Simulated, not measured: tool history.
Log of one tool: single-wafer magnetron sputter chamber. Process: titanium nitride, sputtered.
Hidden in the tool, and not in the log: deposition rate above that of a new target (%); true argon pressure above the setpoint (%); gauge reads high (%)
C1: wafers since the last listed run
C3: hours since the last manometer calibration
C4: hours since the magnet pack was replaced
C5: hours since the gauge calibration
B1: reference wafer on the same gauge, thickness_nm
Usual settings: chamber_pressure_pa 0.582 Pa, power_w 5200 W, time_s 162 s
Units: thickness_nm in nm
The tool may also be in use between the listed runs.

run 1 hour=0.0 | chamber_pressure_pa=0.767 power_w=5200 time_s=162 | C1=0 wafers_on_the_sputter_target=1768 C3=195.4 C4=10204.5 C5=671.5 | B1=121.102 | thickness_nm=128.593
run 2 hour=88.7 | chamber_pressure_pa=0.767 power_w=5200 time_s=162 | C1=688 wafers_on_the_sputter_target=2456 C3=284.1 C4=10293.2 C5=760.2 | B1=121.308 | thickness_nm=131.500
run 3 hour=211.6 | chamber_pressure_pa=0.767 power_w=5200 time_s=162 | C1=953 wafers_on_the_sputter_target=3410 C3=407.0 C4=10416.1 C5=883.1 | B1=121.196 | thickness_nm=131.618
run 4 hour=294.6 | chamber_pressure_pa=0.582 power_w=5200 time_s=162 | C1=644 wafers_on_the_sputter_target=4055 C3=490.0 C4=10499.1 C5=966.1 | B1=120.773 | thickness_nm=140.081
run 5 hour=345.0 | chamber_pressure_pa=0.582 power_w=5200 time_s=162 | C1=391 wafers_on_the_sputter_target=4446 C3=540.4 C4=10549.5 C5=1016.5 | B1=120.896 | thickness_nm=141.692
run 6 hour=402.7 | chamber_pressure_pa=0.582 power_w=5500 time_s=162 | C1=447 wafers_on_the_sputter_target=4894 C3=598.1 C4=10607.2 C5=1074.2 | B1=121.277 | thickness_nm=148.769
run 7 hour=505.3 | chamber_pressure_pa=0.582 power_w=5500 time_s=162 | C1=796 wafers_on_the_sputter_target=5690 C3=700.7 C4=10709.8 C5=1176.8 | B1=121.195 | thickness_nm=149.219
run 8 hour=613.2 | chamber_pressure_pa=0.582 power_w=4850 time_s=146 | C1=837 wafers_on_the_sputter_target=6527 C3=808.6 C4=10817.7 C5=1284.7 | B1=120.674 | thickness_nm=118.977
-- hour=637.8 magnet pack replaced
run 9 hour=683.9 | chamber_pressure_pa=0.763 power_w=4150 time_s=184 | C1=486 wafers_on_the_sputter_target=7014 C3=879.3 C4=46.1 C5=1355.4 | B1=120.775 | thickness_nm=122.224
run 10 hour=788.8 | chamber_pressure_pa=0.582 power_w=5200 time_s=162 | C1=814 wafers_on_the_sputter_target=7828 C3=984.2 C4=151.0 C5=1460.3 | B1=121.060 | thickness_nm=142.600
-- hour=836.3 capacitance manometer re-zeroed and calibrated
-- hour=848.7 sputter target and shields replaced
run 11 hour=871.5 | chamber_pressure_pa=0.582 power_w=4850 time_s=173 | C1=517 wafers_on_the_sputter_target=176 C3=35.2 C4=233.7 C5=1543.0 | B1=120.835 | thickness_nm=131.600
-- hour=887.7 gauge calibrated
run 12 hour=950.7 | chamber_pressure_pa=0.582 power_w=5200 time_s=162 | C1=614 wafers_on_the_sputter_target=791 C3=114.4 C4=312.9 C5=63.0 | B1=121.049 | thickness_nm=132.693
-- hour=1002.0 capacitance manometer re-zeroed and calibrated, repeated, since the last time left the tool worse
run 13 hour=1054.2 | chamber_pressure_pa=0.448 power_w=4100 time_s=138 | C1=741 wafers_on_the_sputter_target=1532 C3=52.2 C4=416.4 C5=166.5 | B1=121.236 | thickness_nm=98.046
run 14 hour=1209.8 | chamber_pressure_pa=0.582 power_w=5200 time_s=162 | C1=1207 wafers_on_the_sputter_target=2740 C3=207.8 C4=572.0 C5=322.1 | B1=121.221 | thickness_nm=138.910

How the hidden state differs across the entries between the runs, from the last listed run before each to the first after it:
Between runs 8 and 9: magnet pack replaced (hour 637.8)
  true argon pressure above the setpoint (%): -12 -> -12.3
  measured less the result without the state, thickness_nm: +3.240 -> +4.414 nm
Between runs 10 and 11: capacitance manometer re-zeroed and calibrated (hour 836.3); sputter target and shields replaced (hour 848.7)
  true argon pressure above the setpoint (%): -12.6 -> 18.5
  measured less the result without the state, thickness_nm: +4.053 -> -5.643 nm
Between runs 11 and 12: gauge calibrated (hour 887.7)
  true argon pressure above the setpoint (%): 18.5 -> 16.3
  measured less the result without the state, thickness_nm: -5.643 -> -4.985 nm
Between runs 12 and 13: capacitance manometer re-zeroed and calibrated, repeated, since the last time left the tool worse (hour 1002.0)
  true argon pressure above the setpoint (%): 16.3 -> -0.246
  measured less the result without the state, thickness_nm: -4.985 -> +0.042 nm

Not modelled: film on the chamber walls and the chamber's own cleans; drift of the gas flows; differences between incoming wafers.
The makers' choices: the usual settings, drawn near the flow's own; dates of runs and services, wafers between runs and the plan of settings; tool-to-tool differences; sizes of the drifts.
